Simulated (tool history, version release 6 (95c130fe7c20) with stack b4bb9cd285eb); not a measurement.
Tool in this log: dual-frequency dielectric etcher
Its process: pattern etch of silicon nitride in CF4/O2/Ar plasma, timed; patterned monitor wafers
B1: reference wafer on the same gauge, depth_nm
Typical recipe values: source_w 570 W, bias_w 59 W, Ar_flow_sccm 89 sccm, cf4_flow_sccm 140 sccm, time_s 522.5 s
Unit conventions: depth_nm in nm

Run 1, hour 0.0: usual settings but cf4_flow_sccm 116 sccm; B1 1219.4. Result: depth_nm 1151.2 nm.
Run 2, hour 34.0: usual settings but cf4_flow_sccm 116 sccm; B1 1219.1. Result: depth_nm 1152.8 nm.
Run 3, hour 68.3: usual settings but source_w 640 W, Ar_flow_sccm 74 sccm, cf4_flow_sccm 118 sccm, time_s 401.0 s; B1 1220.3. Result: depth_nm 982.5 nm.
Run 4, hour 102.7: usual settings but cf4_flow_sccm 175 sccm, time_s 677.5 s; B1 1219.7. Result: depth_nm 1535.4 nm.
Run 5, hour 137.0: usual settings; B1 1219.8. Result: depth_nm 1164.2 nm.
Run 6, hour 163.7: usual settings but source_w 500 W, time_s 608.5 s; B1 1219.0. Result: depth_nm 1247.7 nm.
At hour 194.0: wet clean of the chamber.
Run 7, hour 199.1: usual settings; B1 1220.0. Result: depth_nm 1171.7 nm.
Run 8, hour 233.0: usual settings but cf4_flow_sccm 158 sccm; B1 1219.0. Result: depth_nm 1182.0 nm.
At hour 237.1: gauge calibrated.
At hour 271.0: upper electrode replaced.
Run 9, hour 271.5: usual settings but source_w 460 W; B1 1220.0. Result: depth_nm 1020.0 nm.
At hour 288.0: CF4 flow controller replaced.
Run 10, hour 295.0: usual settings but source_w 430 W, bias_w 66 W; B1 1219.9. Result: depth_nm 1022.9 nm.
Run 11, hour 324.0: usual settings but Ar_flow_sccm 101 sccm, cf4_flow_sccm 157 sccm; B1 1220.6. Result: depth_nm 1161.7 nm.
Run 12, hour 336.4: usual settings but source_w 620 W, bias_w 46 W, Ar_flow_sccm 110 sccm, cf4_flow_sccm 117 sccm; B1 1220.7. Result: depth_nm 1074.8 nm.
Run 13, hour 357.7: usual settings but source_w 510 W; B1 1220.4. Result: depth_nm 1087.0 nm.
Run 14, hour 373.0: usual settings but source_w 490 W, cf4_flow_sccm 129 sccm; B1 1219.1. Result: depth_nm 1054.1 nm.
Run 15, hour 406.1: usual settings but source_w 490 W, bias_w 70 W; B1 1219.8. Result: depth_nm 1129.9 nm.
Run 16, hour 427.6: usual settings but source_w 490 W, bias_w 70 W; B1 1220.4. Result: depth_nm 1133.1 nm.
Run 17, hour 455.9: usual settings but cf4_flow_sccm 131 sccm; B1 1220.3. Result: depth_nm 1163.5 nm.
Run 18, hour 471.2: usual settings but bias_w 64 W, cf4_flow_sccm 160 sccm, time_s 384.0 s; B1 1221.1. Result: depth_nm 892.7 nm.

Expected results for the next run?
Run 19, hour 489.5: usual settings but time_s 422.5 s; B1 ?. Result: depth_nm ?.

{"run 19": {"B1": 1219.8, "depth_nm": 944.8}}
Minus the tool's unlogged condition, the same run would have read depth_nm 955.1 nm.

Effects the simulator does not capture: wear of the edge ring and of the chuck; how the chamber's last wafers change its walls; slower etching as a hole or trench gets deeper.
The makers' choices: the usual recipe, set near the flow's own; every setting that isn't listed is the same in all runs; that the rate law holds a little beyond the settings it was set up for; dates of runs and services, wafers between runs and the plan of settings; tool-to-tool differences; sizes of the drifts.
